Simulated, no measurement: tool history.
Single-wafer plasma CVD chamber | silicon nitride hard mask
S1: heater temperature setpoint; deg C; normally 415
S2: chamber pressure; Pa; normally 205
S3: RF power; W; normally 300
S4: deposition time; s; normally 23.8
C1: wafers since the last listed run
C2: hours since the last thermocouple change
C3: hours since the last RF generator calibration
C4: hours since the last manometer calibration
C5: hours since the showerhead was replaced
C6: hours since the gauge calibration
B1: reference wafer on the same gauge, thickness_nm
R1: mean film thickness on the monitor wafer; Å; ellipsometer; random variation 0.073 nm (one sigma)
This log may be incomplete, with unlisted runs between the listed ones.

run     day   S1   S2   S3    S4    C1      C2      C3      C4      C5      C6      B1      R1
  1       0  415  205  300  23.8     0  1571.8  1966.2  2538.4  2716.9  1697.2  31.632  263.74
  2   1.788  415  205  300  23.8  1774  1614.7  2009.1  2581.3  2759.8  1740.1  31.603  263.89
        4.1  -- RF generator calibrated
  3   4.425  415  205  300  23.8  2287    1678     7.8  2644.6  2823.1  1803.4  31.619  266.04
  4   5.867  415  205  300  23.8  1431  1712.6    42.4  2679.2  2857.7    1838  31.607  267.32
      9.458  -- thermocouple changed; heater temperature recalibrated
  5   9.938  415  205  300  23.8  3710    11.5   140.1  2776.9  2955.4  1935.7  31.629  267.27
     11.596  -- showerhead replaced
  6  12.296  415  205  260  23.8  2010    68.1   196.7  2833.5    16.8  1992.3  31.617  228.87
  7  14.667  415  205  260  23.8  2353     125   253.6  2890.4    73.7  2049.2  31.638  230.16
  8  16.846  415  205  260  23.8  2163   177.3   305.9  2942.7     126  2101.5  31.599  228.87
  9  18.846  415  243  300  23.8  1985   225.3   353.9  2990.7     174  2149.5  31.589  284.45
     20.254  -- gauge calibrated
 10  21.246  415  243  300  23.8  2382   282.9   411.5  3048.3   231.6    23.8  31.569  285.58
 11  23.667  415  185  360  23.8  2403     341   469.6  3106.4   289.7    81.9  31.597  296.58
 12  26.654  415  205  280  20.7  2966   412.7   541.3  3178.1   361.4   153.6  31.603  215.23
     27.508  -- capacitance manometer re-zeroed and calibrated
 13  28.704  415  205  300  23.8  1704   461.9   590.5    28.7   410.6   202.8  31.554  268.61
 14  31.683  415  205  300  23.8  2958   533.4     662   100.2   482.1   274.3  31.592  269.82
 15  34.604  415  205  300  23.8  2900   603.5   732.1   170.3   552.2   344.4  31.609   269.3
 16  36.096  403  183  275  27.8  1481   639.3   767.9   206.1     588   380.2  31.619  272.39
 17  38.088  429  205  300  23.8  1977   687.1   815.7   253.9   635.8     428  31.577  266.52
 18  39.492  421  240  255  20.1  1394   720.8   849.4   287.6   669.5   461.7  31.619   204.4
 19  41.046  415  241  300  20.7  1543   758.1   886.7   324.9   706.8     499   31.62  249.26
 20  43.179  422  235  300  27.8  2118   809.3   937.9   376.1     758   550.2  31.603  330.98

Estimate the outcome of run 21 from the log above:
 21  44.954  415  205  330  21  1762  851.9  980.5  418.7  800.6  592.8   ?   ?

{"run 21": {"B1": 31.594, "R1": 258.71}}
Take away the tool's hidden state, keep the run-to-run variation as it was, and the same run would have given R1 260.96 Å.

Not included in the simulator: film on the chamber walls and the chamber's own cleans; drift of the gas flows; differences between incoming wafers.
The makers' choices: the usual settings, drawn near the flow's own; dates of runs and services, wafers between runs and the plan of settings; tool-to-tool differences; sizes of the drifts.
